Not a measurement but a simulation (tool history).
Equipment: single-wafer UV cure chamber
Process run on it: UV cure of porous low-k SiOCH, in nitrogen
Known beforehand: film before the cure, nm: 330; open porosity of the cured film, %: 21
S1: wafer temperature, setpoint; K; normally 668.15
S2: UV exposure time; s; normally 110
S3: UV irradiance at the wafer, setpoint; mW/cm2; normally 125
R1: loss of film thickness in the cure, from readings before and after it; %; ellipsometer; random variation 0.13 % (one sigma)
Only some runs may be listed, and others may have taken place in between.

run,hour,S1,S2,S3,R1
1,0.0,668.15,110,125,7.238
2,60.2,668.15,110,125,7.003
3,148.3,668.15,110,115,6.503
4,200.4,668.15,110,115,6.453
5,390.7,677.15,110,143,7.220
6,476.8,668.15,110,125,6.594
7,574.4,668.15,110,125,7.572
8,664.1,668.15,110,125,7.396
9,768.0,668.15,110,93,5.961
10,816.9,668.15,110,100,6.225
11,873.7,668.15,110,100,6.124
12,935.4,668.15,110,100,6.226
13,1021.3,668.15,110,146,7.569
14,1080.7,668.15,140,117,7.451
15,1127.3,668.15,140,117,7.579
16,1230.7,668.15,140,125,10.191
17,1303.1,668.15,140,125,9.778
18,1373.7,668.15,140,125,9.515
19,1457.9,668.15,110,125,8.035
20,1545.7,668.15,110,125,8.116
21,1588.6,668.15,110,125,7.850
22,1649.5,668.15,110,125,7.943
23,1726.0,668.15,110,115,7.208
24,1825.8,678.15,110,125,7.521
25,1896.4,657.15,110,136,8.549
26,1966.8,668.15,110,125,8.345
27,2063.1,681.15,145,142,9.677
28,2157.3,651.15,110,125,7.289
29,2219.3,656.15,110,125,7.296
30,2290.2,648.15,60,139,5.146
31,2333.3,668.15,135,160,9.310
32,2434.6,668.15,110,125,7.359
33,2534.9,668.15,165,146,10.138
34,2606.7,681.15,60,107,5.075
35,2670.2,668.15,110,125,7.638
36,2726.4,662.15,155,93,7.628
37,2801.8,668.15,90,125,6.529
38,2879.2,668.15,110,125,7.257
39,2963.8,675.15,55,151,5.367
40,3016.2,668.15,90,125,6.472
41,3061.9,668.15,110,125,7.046
42,3219.4,677.15,110,143,7.416
43,3302.8,687.15,170,102,9.033
44,3375.9,668.15,110,125,7.438

Taken out of this log: 6 entries between the listed runs. Where each belongs, and how the hidden state differs across it:
Logged between run 6 and run 7: quartz window cleaned (hour 507.1)
  lamp output below its setpoint, %: 29.1 -> 29.6; transmission lost against a clean window, %: 27 -> 5.46
  difference, measured minus the result without the unlogged condition, R1: -2.682 -> -1.678 %
Logged between run 15 and run 16: UV bulbs replaced (hour 1171.0); quartz window cleaned (hour 1207.9)
  lamp output below its setpoint, %: 31.4 -> 2.33; transmission lost against a clean window, %: 19.7 -> 3
  difference, measured minus the result without the unlogged condition, R1: -2.502 -> -0.237 %
Logged between run 24 and run 25: quartz window cleaned (hour 1895.9)
  lamp output below its setpoint, %: 17.2 -> 18.3; transmission lost against a clean window, %: 20.7 -> 1.58
  difference, measured minus the result without the unlogged condition, R1: -1.703 -> -0.916 %
Logged between run 32 and run 33: quartz window cleaned (hour 2509.9)
  lamp output below its setpoint, %: 24 -> 24.7; transmission lost against a clean window, %: 20.7 -> 3.08
  difference, measured minus the result without the unlogged condition, R1: -2.125 -> -1.366 %
Logged between run 42 and run 43: quartz window cleaned (hour 3258.9)
  lamp output below its setpoint, %: 27.5 -> 27.7; transmission lost against a clean window, %: 21 -> 4.49
  difference, measured minus the result without the unlogged condition, R1: -2.254 -> -1.594 %

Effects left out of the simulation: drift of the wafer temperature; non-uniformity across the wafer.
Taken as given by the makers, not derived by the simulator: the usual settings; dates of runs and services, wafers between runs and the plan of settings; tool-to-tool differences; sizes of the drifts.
